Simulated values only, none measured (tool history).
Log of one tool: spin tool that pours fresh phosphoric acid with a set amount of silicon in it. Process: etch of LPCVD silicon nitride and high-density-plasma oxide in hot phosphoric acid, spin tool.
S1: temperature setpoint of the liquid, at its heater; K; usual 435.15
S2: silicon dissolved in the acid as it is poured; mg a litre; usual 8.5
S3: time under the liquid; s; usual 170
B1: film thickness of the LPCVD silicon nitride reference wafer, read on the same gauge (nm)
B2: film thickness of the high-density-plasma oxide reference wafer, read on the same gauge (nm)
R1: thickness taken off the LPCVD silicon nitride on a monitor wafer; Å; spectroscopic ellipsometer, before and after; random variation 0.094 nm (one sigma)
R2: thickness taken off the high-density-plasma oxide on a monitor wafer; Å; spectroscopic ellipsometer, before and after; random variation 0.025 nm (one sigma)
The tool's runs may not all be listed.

run 1 day=0.000 | S1=435.15 S2=8.5 S3=170 | B1=128.00 B2=59.077 | R1=147.0 R2=9.22
run 2 day=2.950 | S1=435.15 S2=8.5 S3=170 | B1=127.49 B2=58.883 | R1=147.4 R2=9.24
run 3 day=4.596 | S1=435.15 S2=8.5 S3=90 | B1=127.28 B2=58.749 | R1=78.0 R2=4.76
run 4 day=12.575 | S1=435.15 S2=8.5 S3=170 | B1=126.62 B2=58.456 | R1=144.5 R2=8.61
run 5 day=13.688 | S1=435.15 S2=8.5 S3=170 | B1=126.56 B2=58.371 | R1=145.5 R2=8.97
-- day=14.083 dissolved silicon flow meter replaced
run 6 day=15.708 | S1=434.65 S2=8.5 S3=170 | B1=126.46 B2=58.332 | R1=143.6 R2=9.23
run 7 day=18.492 | S1=434.65 S2=8.5 S3=170 | B1=126.38 B2=58.347 | R1=143.3 R2=8.87
-- day=19.333 heated supply line repaired
run 8 day=19.767 | S1=434.65 S2=8.5 S3=170 | B1=126.32 B2=58.260 | R1=142.4 R2=8.61
run 9 day=22.179 | S1=435.15 S2=8.5 S3=170 | B1=126.25 B2=58.280 | R1=145.0 R2=8.81
run 10 day=23.642 | S1=435.15 S2=8.5 S3=170 | B1=126.24 B2=58.318 | R1=147.0 R2=8.81
-- day=26.438 gauge calibrated
run 11 day=26.562 | S1=435.15 S2=8.5 S3=170 | B1=130.34 B2=60.205 | R1=148.9 R2=8.69
run 12 day=28.425 | S1=435.15 S2=10.5 S3=170 | B1=129.70 B2=59.875 | R1=150.1 R2=8.95
run 13 day=30.883 | S1=435.15 S2=8.5 S3=170 | B1=128.99 B2=59.504 | R1=146.8 R2=8.68
-- day=32.233 thermometer replaced
run 14 day=32.417 | S1=434.65 S2=8.5 S3=170 | B1=128.65 B2=59.366 | R1=146.6 R2=8.64
run 15 day=33.950 | S1=434.15 S2=3.5 S3=250 | B1=128.36 B2=59.175 | R1=211.0 R2=13.37
run 16 day=35.721 | S1=433.15 S2=8.5 S3=170 | B1=128.06 B2=59.080 | R1=138.2 R2=8.34
run 17 day=37.871 | S1=436.65 S2=12.0 S3=240 | B1=127.77 B2=58.971 | R1=219.2 R2=13.49
run 18 day=39.242 | S1=435.15 S2=8.5 S3=125 | B1=127.62 B2=58.909 | R1=108.3 R2=6.66
run 19 day=40.996 | S1=433.15 S2=13.5 S3=265 | B1=127.46 B2=58.819 | R1=213.6 R2=10.96
run 20 day=42.654 | S1=435.15 S2=8.5 S3=100 | B1=127.32 B2=58.732 | R1=86.3 R2=5.11

Forecast each of these 3 alternatives for the next run:
run A day=42.675 | S1=435.15 S2=8.5 S3=170 | B1=? B2=? | R1=? R2=?
run B day=42.675 | S1=435.15 S2=3.5 S3=170 | B1=? B2=? | R1=? R2=?
run C day=42.675 | S1=435.15 S2=5.5 S3=170 | B1=? B2=? | R1=? R2=?

run=A B1=127.31 B2=58.752 R1=146.8 R2=8.55
run=B B1=127.31 B2=58.752 R1=146.8 R2=9.46
run=C B1=127.31 B2=58.752 R1=146.8 R2=9.10
Without the tool's hidden state the same runs would have given:
run=A R1=149.9 R2=8.73
run=B R1=149.9 R2=9.66
run=C R1=149.9 R2=9.29
